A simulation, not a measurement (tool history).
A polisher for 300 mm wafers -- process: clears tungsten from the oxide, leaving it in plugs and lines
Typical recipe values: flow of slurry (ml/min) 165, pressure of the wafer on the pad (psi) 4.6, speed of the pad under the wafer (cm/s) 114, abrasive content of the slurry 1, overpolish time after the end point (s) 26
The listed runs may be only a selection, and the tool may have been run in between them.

run	hour	flow of slurry (ml/min)	pressure of the wafer on the pad (psi)	speed of the pad under the wafer (cm/s)	abrasive content of the slurry	overpolish time after the end point (s)	incoming thickness of the incoming film, nm	time until the end point was called (s)
1	0	165	4.6	98	1	35	261.2	51.9
# hour 6.6: worn pad replaced by a new one
2	68.3	165	4.6	98	1	35	255.8	51.9
# hour 75.1: slurry tank refilled with fresh slurry and peroxide
3	129.4	165	4.6	114	1	26	260	40.8
# hour 184.5: head pressure recalibrated
4	199.5	165	4.6	114	1	26	260.3	43.8
# hour 236.7: slurry blender recalibrated
5	292.7	165	4.6	124	1	26	258	41.9
# hour 430.5: worn pad replaced by a new one
# hour 520.6: slurry tank refilled with fresh slurry and peroxide
# hour 569.2: head pressure recalibrated
6	577.4	165	4.6	124	1	26	263.2	42.1
# hour 593.6: slurry nozzle cleaned
# hour 621.8: slurry blender recalibrated
7	676.7	165	4.6	124	1	26	265.6	39.7
8	747.7	165	4.6	114	1	16	260	44.4
9	788.6	165	4.6	114	1	16	260.4	45.8
# hour 794.5: worn pad replaced by a new one
10	889.7	165	4.6	114	1	16	262.6	46.2
# hour 936.4: head pressure recalibrated
# hour 994.9: slurry tank refilled with fresh slurry and peroxide
11	996.3	145	4.6	98	0.9	26	256.9	48
12	1043.9	165	4.6	114	1	26	258.2	43.2
# hour 1073.9: slurry blender recalibrated
13	1107.6	145	4.6	88	1	26	260.1	59.6
# hour 1172.7: worn pad replaced by a new one
14	1195.9	165	4.6	114	1	26	259.5	48.8
# hour 1232.4: slurry nozzle cleaned
15	1237.9	190	4.6	76	0.85	17	259.7	63.9
16	1337.8	140	4.6	74	1	26	259.4	69
# hour 1358.4: head pressure recalibrated
17	1440	165	4.6	92	1	26	265	57.1
# hour 1484.5: slurry tank refilled with fresh slurry and peroxide
18	1499.5	215	4.6	100	1	41	262.2	43
# hour 1563.2: slurry blender recalibrated
19	1582	165	3	96	1.25	16	261.1	63.4
# hour 1613.8: worn pad replaced by a new one
20	1623.5	165	4.6	76	1	34	260.1	62.9
21	1706.6	165	4.6	138	1	21	260	39.3
# hour 1755.2: head pressure recalibrated
22	1787.3	165	4.6	114	1	34	262.9	48.3
23	1850.8	165	5.2	126	1	36	263.9	42.1
# hour 1911.2: slurry tank refilled with fresh slurry and peroxide
24	1913.8	205	4	114	1	26	257.3	44.4

The tool's hidden state at each run:
removal rate lost through wear of the pad, %: 0 in every run
deviation of the head's pressure from its setpoint, %: 0 in every run
abrasive missing from the slurry, %: 0 in every run
H1: slurry flow missing at the pad, %
H2: peroxide lost from the slurry, %
run	H1	H2
1	11	34.9
2	15.4	35.8
3	19.3	16
4	23.8	25.3
5	29.8	32.3
6	48.2	14.3
7	10.6	26.1
8	15.2	30.7
9	17.8	32.5
10	24.4	35.2
11	31.2	6.21
12	34.3	16.1
13	38.4	25
14	44.1	32.3
15	3.84	34.5
16	10.3	37.7
17	16.9	39.3
18	20.7	7.17
19	26	21
20	28.7	25.5
21	34.1	31.3
22	39.3	34.5
23	43.4	36
24	47.4	3.81
